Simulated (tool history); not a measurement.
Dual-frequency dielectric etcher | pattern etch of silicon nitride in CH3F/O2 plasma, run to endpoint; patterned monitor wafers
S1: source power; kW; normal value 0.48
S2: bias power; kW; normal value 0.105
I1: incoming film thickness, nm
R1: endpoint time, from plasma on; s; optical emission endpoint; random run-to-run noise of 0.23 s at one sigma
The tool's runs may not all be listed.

run,day,S1,S2,I1,R1
1,0,0.54,0.105,82.4,76.3
2,1.771,0.54,0.105,82.1,76.5
# day 3.917: wet clean of the chamber
3,3.938,0.54,0.105,82.2,74.8
4,6.646,0.57,0.093,82.3,79
5,9.754,0.48,0.105,82.3,77.2
6,12.688,0.48,0.105,82.8,78.5
7,16.758,0.48,0.105,82.7,79
8,20,0.4,0.098,82.2,86.7
# day 22.175: wet clean of the chamber
9,22.508,0.4,0.098,81.5,82.3
10,26.1,0.48,0.089,82.3,84.8
# day 27.275: source power generator calibrated
11,29.904,0.48,0.089,82.1,85.4
12,32.792,0.48,0.089,82,85.4
13,36.408,0.48,0.105,81.7,78.2
# day 36.988: bias power generator calibrated
# day 37.812: wet clean of the chamber
14,37.938,0.48,0.105,82.1,75.3
15,39.671,0.48,0.105,82.4,75.8
16,41.425,0.48,0.105,82.2,75.9
17,43.338,0.4,0.095,81.8,84.4
18,45.3,0.48,0.094,82.8,82
19,46.829,0.44,0.116,82.4,74.1
20,48.483,0.4,0.119,81.4,73.7

Forecast run 21:
21,51.746,0.48,0.105,81.9,?

{"run 21": {"R1": 77.1}}
If the tool had no hidden condition, the same run with the same run-to-run variation would have returned R1 75.2 s.

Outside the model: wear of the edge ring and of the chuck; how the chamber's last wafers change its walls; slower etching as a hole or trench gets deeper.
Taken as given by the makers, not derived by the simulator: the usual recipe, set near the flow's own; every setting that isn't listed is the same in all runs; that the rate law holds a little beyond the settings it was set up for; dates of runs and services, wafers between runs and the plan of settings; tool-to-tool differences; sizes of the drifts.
